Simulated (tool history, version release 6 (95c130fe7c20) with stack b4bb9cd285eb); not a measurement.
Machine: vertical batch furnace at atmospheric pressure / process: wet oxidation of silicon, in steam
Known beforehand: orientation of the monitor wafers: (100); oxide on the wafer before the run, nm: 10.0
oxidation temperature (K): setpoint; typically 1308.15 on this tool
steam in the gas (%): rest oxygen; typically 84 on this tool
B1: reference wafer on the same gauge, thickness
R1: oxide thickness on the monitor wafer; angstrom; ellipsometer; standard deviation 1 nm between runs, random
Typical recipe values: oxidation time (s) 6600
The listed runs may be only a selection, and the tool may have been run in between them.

{"run": 1, "hour": 0.0, "oxidation temperature (K)": 1308.15, "oxidation time (s)": 6600, "steam in the gas (%)": 84, "B1": 635.29, "R1": 6548.9}
{"run": 2, "hour": 9.1, "oxidation temperature (K)": 1308.15, "oxidation time (s)": 6600, "steam in the gas (%)": 84, "B1": 635.05, "R1": 6549.5}
{"run": 3, "hour": 32.5, "oxidation temperature (K)": 1308.15, "oxidation time (s)": 6600, "steam in the gas (%)": 84, "B1": 635.05, "R1": 6549.5}
{"run": 4, "hour": 56.8, "oxidation temperature (K)": 1308.15, "oxidation time (s)": 6600, "steam in the gas (%)": 84, "B1": 634.94, "R1": 6527.3}
{"run": 5, "hour": 91.4, "oxidation temperature (K)": 1308.15, "oxidation time (s)": 6600, "steam in the gas (%)": 84, "B1": 634.93, "R1": 6551.2}
{"run": 6, "hour": 100.8, "oxidation temperature (K)": 1319.15, "oxidation time (s)": 6600, "steam in the gas (%)": 84, "B1": 634.88, "R1": 6910.3}
{"run": 7, "hour": 122.5, "oxidation temperature (K)": 1319.15, "oxidation time (s)": 6600, "steam in the gas (%)": 84, "B1": 635.09, "R1": 6900.7}
{"run": 8, "hour": 131.9, "oxidation temperature (K)": 1319.15, "oxidation time (s)": 6600, "steam in the gas (%)": 84, "B1": 635.04, "R1": 6894.2}
{"run": 9, "hour": 153.2, "oxidation temperature (K)": 1308.15, "oxidation time (s)": 6600, "steam in the gas (%)": 87, "B1": 635.01, "R1": 6647.1}
{"run": 10, "hour": 167.6, "oxidation temperature (K)": 1308.15, "oxidation time (s)": 6600, "steam in the gas (%)": 84, "B1": 635.12, "R1": 6518.7}
{"run": 11, "hour": 177.5, "oxidation temperature (K)": 1308.15, "oxidation time (s)": 6600, "steam in the gas (%)": 84, "B1": 634.96, "R1": 6535.2}
{"run": 12, "hour": 207.3, "oxidation temperature (K)": 1308.15, "oxidation time (s)": 6600, "steam in the gas (%)": 84, "B1": 635.1, "R1": 6496.2}
{"run": 13, "hour": 224.9, "oxidation temperature (K)": 1300.15, "oxidation time (s)": 6600, "steam in the gas (%)": 84, "B1": 635.03, "R1": 6250.3}
{"run": 14, "hour": 246.0, "oxidation temperature (K)": 1308.15, "oxidation time (s)": 5220, "steam in the gas (%)": 84, "B1": 635.16, "R1": 5634.4}
{"hour": 247.8, "done": "gauge calibrated"}
{"hour": 277.4, "done": "thermocouples replaced and temperature profile calibrated"}
{"run": 15, "hour": 277.9, "oxidation temperature (K)": 1320.15, "oxidation time (s)": 9840, "steam in the gas (%)": 75, "B1": 634.93, "R1": 8154.3}
{"run": 16, "hour": 283.9, "oxidation temperature (K)": 1308.15, "oxidation time (s)": 4740, "steam in the gas (%)": 76, "B1": 634.98, "R1": 4981.2}
{"run": 17, "hour": 289.8, "oxidation temperature (K)": 1308.15, "oxidation time (s)": 6600, "steam in the gas (%)": 84, "B1": 635.01, "R1": 6504.0}
{"run": 18, "hour": 305.0, "oxidation temperature (K)": 1308.15, "oxidation time (s)": 5490, "steam in the gas (%)": 80, "B1": 634.84, "R1": 5636.9}
{"run": 19, "hour": 323.1, "oxidation temperature (K)": 1320.15, "oxidation time (s)": 3600, "steam in the gas (%)": 75, "B1": 635.14, "R1": 4452.7}
{"run": 20, "hour": 335.5, "oxidation temperature (K)": 1308.15, "oxidation time (s)": 6600, "steam in the gas (%)": 94, "B1": 635.05, "R1": 6958.8}
{"hour": 360.2, "done": "steam generator serviced"}
{"run": 21, "hour": 360.7, "oxidation temperature (K)": 1321.15, "oxidation time (s)": 8670, "steam in the gas (%)": 87, "B1": 635.03, "R1": 8723.5}
{"run": 22, "hour": 366.6, "oxidation temperature (K)": 1288.15, "oxidation time (s)": 4800, "steam in the gas (%)": 93, "B1": 634.97, "R1": 5364.1}
{"run": 23, "hour": 373.2, "oxidation temperature (K)": 1308.15, "oxidation time (s)": 6600, "steam in the gas (%)": 84, "B1": 635.13, "R1": 6829.6}
{"run": 24, "hour": 407.7, "oxidation temperature (K)": 1316.15, "oxidation time (s)": 9360, "steam in the gas (%)": 96, "B1": 634.87, "R1": 9397.4}
{"run": 25, "hour": 421.6, "oxidation temperature (K)": 1285.15, "oxidation time (s)": 4920, "steam in the gas (%)": 73, "B1": 634.78, "R1": 4574.8}
{"run": 26, "hour": 446.4, "oxidation temperature (K)": 1308.15, "oxidation time (s)": 6600, "steam in the gas (%)": 77, "B1": 635.16, "R1": 6507.1}
{"run": 27, "hour": 462.6, "oxidation temperature (K)": 1308.15, "oxidation time (s)": 3450, "steam in the gas (%)": 84, "B1": 634.95, "R1": 4605.4}
{"run": 28, "hour": 486.7, "oxidation temperature (K)": 1284.15, "oxidation time (s)": 3690, "steam in the gas (%)": 84, "B1": 635.02, "R1": 4133.3}

Consider 3 possible next runs. They are alternatives, not a sequence: every one starts from the tool as it was left by run 28. What does each give?
{"run": "A", "hour": 492.8, "oxidation temperature (K)": 1308.15, "oxidation time (s)": 6600, "steam in the gas (%)": 75, "B1": "?", "R1": "?"}
{"run": "B", "hour": 492.8, "oxidation temperature (K)": 1308.15, "oxidation time (s)": 9270, "steam in the gas (%)": 87, "B1": "?", "R1": "?"}
{"run": "C", "hour": 492.8, "oxidation temperature (K)": 1308.15, "oxidation time (s)": 3360, "steam in the gas (%)": 90, "B1": "?", "R1": "?"}

run=A B1=635.16 R1=6394.3
run=B B1=635.16 R1=8535.0
run=C B1=635.16 R1=4723.9
What these runs would have given with no unlogged condition in the tool:
run=A R1=6419.8
run=B R1=8567.9
run=C R1=4743.5

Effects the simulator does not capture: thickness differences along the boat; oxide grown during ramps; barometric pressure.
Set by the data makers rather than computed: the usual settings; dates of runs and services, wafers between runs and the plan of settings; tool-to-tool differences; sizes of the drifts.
